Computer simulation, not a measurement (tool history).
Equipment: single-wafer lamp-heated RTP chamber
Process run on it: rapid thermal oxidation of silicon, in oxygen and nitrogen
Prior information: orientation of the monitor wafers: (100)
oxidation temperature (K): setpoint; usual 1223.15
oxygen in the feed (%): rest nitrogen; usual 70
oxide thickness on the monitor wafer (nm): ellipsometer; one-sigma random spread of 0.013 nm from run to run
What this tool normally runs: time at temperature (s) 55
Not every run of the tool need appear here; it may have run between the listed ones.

run   hour  oxidation temperature (K)  time at temperature (s)  oxygen in the feed (%)  wafers since the last listed run  wafers since the last pyrometer calibration  hours since the oxygen flow controller was replaced  hours since the gauge calibration  read-back reference wafer on the same gauge, thickness  oxide thickness on the monitor wafer (nm)
  1      0                    1223.15                       55                      70                                 0                                         1585                                               6644.8                              164.7                                                   4.379                                      4.145
  2    6.7                    1223.15                       55                      70                                72                                         1657                                               6651.5                              171.4                                                   4.381                                      4.154
  3   19.3                    1215.15                       55                      70                               136                                         1794                                               6664.1                                184                                                   4.382                                      3.946
  4   33.2                    1215.15                       55                      70                               150                                         1945                                                 6678                              197.9                                                   4.383                                      3.951
  5   39.7                    1223.15                       55                      70                                70                                         2016                                               6684.5                              204.4                                                   4.378                                      4.129
  6   51.6                    1223.15                       55                      70                               129                                         2145                                               6696.4                              216.3                                                   4.381                                      4.135
  7   59.1                    1223.15                       55                      70                                81                                         2226                                               6703.9                              223.8                                                    4.38                                       4.15
  8   72.3                    1223.15                       55                      83                               143                                         2369                                               6717.1                                237                                                   4.379                                      4.382
  9   83.2                    1223.15                       55                      70                               118                                         2488                                                 6728                              247.9                                                    4.38                                      4.162
 10   95.6                    1223.15                       55                      70                               134                                         2622                                               6740.4                              260.3                                                   4.382                                      4.147
 11    111                    1223.15                       55                      77                               167                                         2790                                               6755.8                              275.7                                                   4.379                                      4.291
 12  127.9                    1223.15                       55                      77                               183                                         2973                                               6772.7                              292.6                                                   4.378                                      4.264
 13  139.5                    1246.15                       55                      70                               125                                         3099                                               6784.3                              304.2                                                   4.379                                      4.864
 14  169.9                    1246.15                       55                      70                               330                                         3429                                               6814.7                              334.6                                                    4.38                                      4.862
 15  186.5                    1246.15                       55                      70                               180                                         3609                                               6831.3                              351.2                                                   4.379                                      4.859
 16  193.7                    1223.15                       55                      70                                78                                         3687                                               6838.5                              358.4                                                   4.381                                       4.17
 17  200.9                    1239.15                       55                      70                                78                                         3765                                               6845.7                              365.6                                                    4.38                                       4.64
 18  215.8                    1202.15                       74                      98                               161                                         3927                                               6860.6                              380.5                                                    4.38                                      4.464
 19  222.2                    1201.15                       55                      70                                69                                         3997                                                 6867                              386.9                                                   4.379                                      3.659
     234.1  -- gauge calibrated
 20  234.2                    1223.15                       55                      82                               130                                         4127                                                 6879                                0.1                                                   4.382                                      4.378
 21  240.4                    1223.15                       55                      70                                67                                         4194                                               6885.2                                6.3                                                   4.382                                      4.159
 22  253.6                    1239.15                       55                      98                               143                                         4338                                               6898.4                               19.5                                                   4.381                                      5.164
 23  266.3                    1223.15                       77                      78                               137                                         4475                                               6911.1                               32.2                                                   4.381                                      4.905
     281.8  -- pyrometer window cleaned and pyrometer calibrated
 24  282.3                    1198.15                       36                      44                                86                                            5                                               6927.1                               48.2                                                   4.379                                      2.882
 25  293.4                    1196.15                       55                      70                               120                                          126                                               6938.2                               59.3                                                   4.379                                      3.442
     305.8  -- oxygen flow controller replaced
 26  306.3                    1223.15                       55                      70                                53                                          179                                                  0.5                               72.2                                                   4.382                                       4.05
 27  315.1                    1223.15                       55                      70                                95                                          275                                                  9.3                                 81                                                    4.38                                      4.081
 28  332.3                    1223.15                       55                      70                               186                                          461                                                 26.5                               98.2                                                   4.379                                      4.054
 29  348.2                    1223.15                       73                      70                               172                                          634                                                 42.4                              114.1                                                    4.38                                      4.556
 30  357.1                    1223.15                       55                      70                                96                                          730                                                 51.3                                123                                                    4.38                                      4.115
 31  367.9                    1213.15                       55                      89                               117                                          848                                                 62.1                              133.8                                                   4.381                                      4.083
 32  380.3                    1202.15                       30                      62                               134                                          982                                                 74.5                              146.2                                                   4.379                                      2.978
 33    393                    1223.15                       55                      70                               137                                         1120                                                 87.2                              158.9                                                   4.382                                      4.113
 34  408.9                    1208.15                       68                      83                               172                                         1293                                                103.1                              174.8                                                   4.381                                      4.255
 35  428.7                    1210.15                       76                      93                               214                                         1508                                                122.9                              194.6                                                   4.378                                      4.657
 36  441.1                    1223.15                       55                      93                               134                                         1642                                                135.3                                207                                                    4.38                                      4.491
 37  451.9                    1241.15                       55                      70                               117                                         1760                                                146.1                              217.8                                                   4.379                                      4.639
 38  460.2                    1235.15                       64                      51                                90                                         1850                                                154.4                              226.1                                                    4.38                                       4.33

What if the next run were any one of these 4? Each begins from the tool's condition after run 38:
  A  460.6                    1223.15                       55                      62                                 4                                         1854                                                154.8                              226.5                                                       ?                                          ?
  B  460.6                    1238.15                       55                      78                                 4                                         1854                                                154.8                              226.5                                                       ?                                          ?
  C  460.6                    1209.15                       39                      54                                 4                                         1854                                                154.8                              226.5                                                       ?                                          ?
  D  460.6                    1223.15                       28                      41                                 4                                         1854                                                154.8                              226.5                                                       ?                                          ?

run  read-back reference wafer on the same gauge, thickness  oxide thickness on the monitor wafer (nm)
  A                                                   4.381                                      4.016
  B                                                   4.381                                      4.745
  C                                                   4.381                                      3.228
  D                                                   4.381                                       2.99
The same runs, with their run-to-run variation unchanged, on a tool lacking any hidden condition would have given:
run  oxide thickness on the monitor wafer (nm)
  A                                      3.927
  B                                      4.627
  C                                      3.175
  D                                       2.95
